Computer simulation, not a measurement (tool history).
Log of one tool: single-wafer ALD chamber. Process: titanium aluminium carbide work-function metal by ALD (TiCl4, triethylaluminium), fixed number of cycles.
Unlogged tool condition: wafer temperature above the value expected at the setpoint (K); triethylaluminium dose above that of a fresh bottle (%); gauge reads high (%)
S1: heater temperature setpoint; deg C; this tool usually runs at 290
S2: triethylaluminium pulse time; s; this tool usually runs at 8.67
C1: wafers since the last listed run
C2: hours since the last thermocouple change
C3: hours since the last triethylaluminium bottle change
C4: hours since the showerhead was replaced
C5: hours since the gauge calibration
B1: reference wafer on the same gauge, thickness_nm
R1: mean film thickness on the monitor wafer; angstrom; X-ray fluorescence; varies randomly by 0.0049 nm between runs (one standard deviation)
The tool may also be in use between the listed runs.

{"run": 1, "hour": 0.0, "S1": 295, "S2": 8.67, "C1": 0, "C2": 2405.1, "C3": 1289.2, "C4": 4426.9, "C5": 779.9, "B1": 1.629, "R1": 19.0}
{"run": 2, "hour": 60.5, "S1": 295, "S2": 8.67, "C1": 741, "C2": 2465.6, "C3": 1349.7, "C4": 4487.4, "C5": 840.4, "B1": 1.63, "R1": 19.04}
{"run": 3, "hour": 104.1, "S1": 295, "S2": 8.67, "C1": 534, "C2": 2509.2, "C3": 1393.3, "C4": 4531.0, "C5": 884.0, "B1": 1.629, "R1": 19.04}
{"run": 4, "hour": 144.2, "S1": 290, "S2": 8.67, "C1": 491, "C2": 2549.3, "C3": 1433.4, "C4": 4571.1, "C5": 924.1, "B1": 1.63, "R1": 18.54}
{"run": 5, "hour": 208.9, "S1": 290, "S2": 8.67, "C1": 792, "C2": 2614.0, "C3": 1498.1, "C4": 4635.8, "C5": 988.8, "B1": 1.631, "R1": 18.61}
{"run": 6, "hour": 236.7, "S1": 290, "S2": 8.67, "C1": 340, "C2": 2641.8, "C3": 1525.9, "C4": 4663.6, "C5": 1016.6, "B1": 1.63, "R1": 18.57}
{"run": 7, "hour": 275.1, "S1": 290, "S2": 8.67, "C1": 470, "C2": 2680.2, "C3": 1564.3, "C4": 4702.0, "C5": 1055.0, "B1": 1.63, "R1": 18.54}
{"hour": 327.8, "done": "thermocouple changed; heater temperature recalibrated"}
{"run": 8, "hour": 330.9, "S1": 290, "S2": 8.67, "C1": 585, "C2": 3.1, "C3": 1620.1, "C4": 4757.8, "C5": 1110.8, "B1": 1.63, "R1": 18.97}
{"run": 9, "hour": 398.8, "S1": 290, "S2": 10.66, "C1": 831, "C2": 71.0, "C3": 1688.0, "C4": 4825.7, "C5": 1178.7, "B1": 1.63, "R1": 19.69}
{"hour": 454.4, "done": "showerhead replaced"}
{"run": 10, "hour": 466.8, "S1": 290, "S2": 10.66, "C1": 735, "C2": 139.0, "C3": 1756.0, "C4": 12.4, "C5": 1246.7, "B1": 1.63, "R1": 19.73}
{"hour": 467.9, "done": "gauge calibrated"}
{"run": 11, "hour": 497.3, "S1": 294, "S2": 9.68, "C1": 373, "C2": 169.5, "C3": 1786.5, "C4": 42.9, "C5": 29.4, "B1": 1.63, "R1": 19.75}
{"run": 12, "hour": 544.8, "S1": 286, "S2": 5.56, "C1": 581, "C2": 217.0, "C3": 1834.0, "C4": 90.4, "C5": 76.9, "B1": 1.631, "R1": 16.66}
{"hour": 559.1, "done": "triethylaluminium bottle replaced"}
{"run": 13, "hour": 613.5, "S1": 275, "S2": 6.94, "C1": 743, "C2": 285.7, "C3": 54.4, "C4": 159.1, "C5": 145.6, "B1": 1.63, "R1": 17.46}
{"run": 14, "hour": 673.2, "S1": 280, "S2": 7.55, "C1": 731, "C2": 345.4, "C3": 114.1, "C4": 218.8, "C5": 205.3, "B1": 1.629, "R1": 18.03}
{"run": 15, "hour": 710.4, "S1": 290, "S2": 8.67, "C1": 455, "C2": 382.6, "C3": 151.3, "C4": 256.0, "C5": 242.5, "B1": 1.631, "R1": 19.3}
{"run": 16, "hour": 764.4, "S1": 279, "S2": 10.17, "C1": 661, "C2": 436.6, "C3": 205.3, "C4": 310.0, "C5": 296.5, "B1": 1.631, "R1": 18.75}
{"run": 17, "hour": 798.9, "S1": 290, "S2": 8.67, "C1": 422, "C2": 471.1, "C3": 239.8, "C4": 344.5, "C5": 331.0, "B1": 1.63, "R1": 19.16}
{"run": 18, "hour": 828.9, "S1": 285, "S2": 6.38, "C1": 367, "C2": 501.1, "C3": 269.8, "C4": 374.5, "C5": 361.0, "B1": 1.63, "R1": 17.6}
{"run": 19, "hour": 855.1, "S1": 276, "S2": 5.79, "C1": 320, "C2": 527.3, "C3": 296.0, "C4": 400.7, "C5": 387.2, "B1": 1.631, "R1": 16.5}
{"run": 20, "hour": 1029.4, "S1": 290, "S2": 8.67, "C1": 2135, "C2": 701.6, "C3": 470.3, "C4": 575.0, "C5": 561.5, "B1": 1.63, "R1": 19.01}

What if the next run were any one of these 4? Each begins from the tool's condition after run 20:
{"run": "A", "hour": 1029.8, "S1": 290, "S2": 8.67, "C1": 4, "C2": 702.0, "C3": 470.7, "C4": 575.4, "C5": 561.9, "B1": "?", "R1": "?"}
{"run": "B", "hour": 1029.8, "S1": 303, "S2": 6.48, "C1": 4, "C2": 702.0, "C3": 470.7, "C4": 575.4, "C5": 561.9, "B1": "?", "R1": "?"}
{"run": "C", "hour": 1029.8, "S1": 278, "S2": 10.0, "C1": 4, "C2": 702.0, "C3": 470.7, "C4": 575.4, "C5": 561.9, "B1": "?", "R1": "?"}
{"run": "D", "hour": 1029.8, "S1": 286, "S2": 7.79, "C1": 4, "C2": 702.0, "C3": 470.7, "C4": 575.4, "C5": 561.9, "B1": "?", "R1": "?"}

run=A B1=1.630 R1=18.97
run=B B1=1.630 R1=18.80
run=C B1=1.630 R1=18.42
run=D B1=1.630 R1=18.27
With the hidden condition removed and each run's random variation left untouched, the same runs would have given:
run=A R1=19.64
run=B R1=19.66
run=C R1=18.98
run=D R1=18.99
